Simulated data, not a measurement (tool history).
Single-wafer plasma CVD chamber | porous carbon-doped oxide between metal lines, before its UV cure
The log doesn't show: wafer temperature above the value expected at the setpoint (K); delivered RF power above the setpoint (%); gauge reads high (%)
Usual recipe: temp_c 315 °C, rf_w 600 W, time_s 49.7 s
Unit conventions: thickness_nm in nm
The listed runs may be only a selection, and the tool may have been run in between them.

run,day,temp_c,rf_w,time_s,wafers since the last listed run,hours since the last thermocouple change,hours since the last RF generator calibration,hours since the showerhead was replaced,hours since the gauge calibration,"read-back reference wafer on the same gauge, thickness_nm",thickness_nm
1,0,315,600,49.7,0,394.7,929.8,6369.4,430.3,263.992,260.44
2,1.496,315,600,49.7,526,430.6,965.7,6405.3,466.2,263.773,258.711
3,2.254,323,630,49.7,267,448.8,983.9,6423.5,484.4,264.06,257.806
4,2.879,323,630,49.7,220,463.8,998.9,6438.5,499.4,264.116,258.456
5,3.521,315,600,49.7,225,479.2,1014.3,6453.9,514.8,263.837,260.204
6,4.7,315,600,49.7,415,507.5,1042.6,6482.2,543.1,264.045,257.714
7,5.871,315,600,49.7,412,535.6,1070.7,6510.3,571.2,264.006,260.644
8,7.367,315,600,49.7,526,571.5,1106.6,6546.2,607.1,263.871,258.831
9,8.283,315,600,49.7,322,593.5,1128.6,6568.2,629.1,263.961,258.05
10,8.95,315,600,45,234,609.5,1144.6,6584.2,645.1,264.069,233.885
11,9.704,315,600,49.7,265,627.6,1162.7,6602.3,663.2,263.845,258.57
12,10.821,315,600,49.7,393,654.4,1189.5,6629.1,690,264.238,258.082
# day 13.075: RF generator calibrated
13,14.85,315,600,49.7,1301,751.1,42.6,6725.8,786.7,264.056,272.114
14,15.562,315,600,49.7,250,768.2,59.7,6742.9,803.8,264.016,270.255
15,16.742,315,600,49.7,415,796.5,88,6771.2,832.1,264.127,270.055

What does the tool deliver on the next run?
# day 18.008: gauge calibrated
# day 20.617: showerhead replaced
16,20.638,315,510,49.7,1254,890,181.5,0.5,63.1,?,?

read-back reference wafer on the same gauge, thickness_nm: 263.886
thickness_nm: 237.04 nm
If the tool had no hidden condition, the same run with the same run-to-run variation would have returned thickness_nm 242.479 nm.
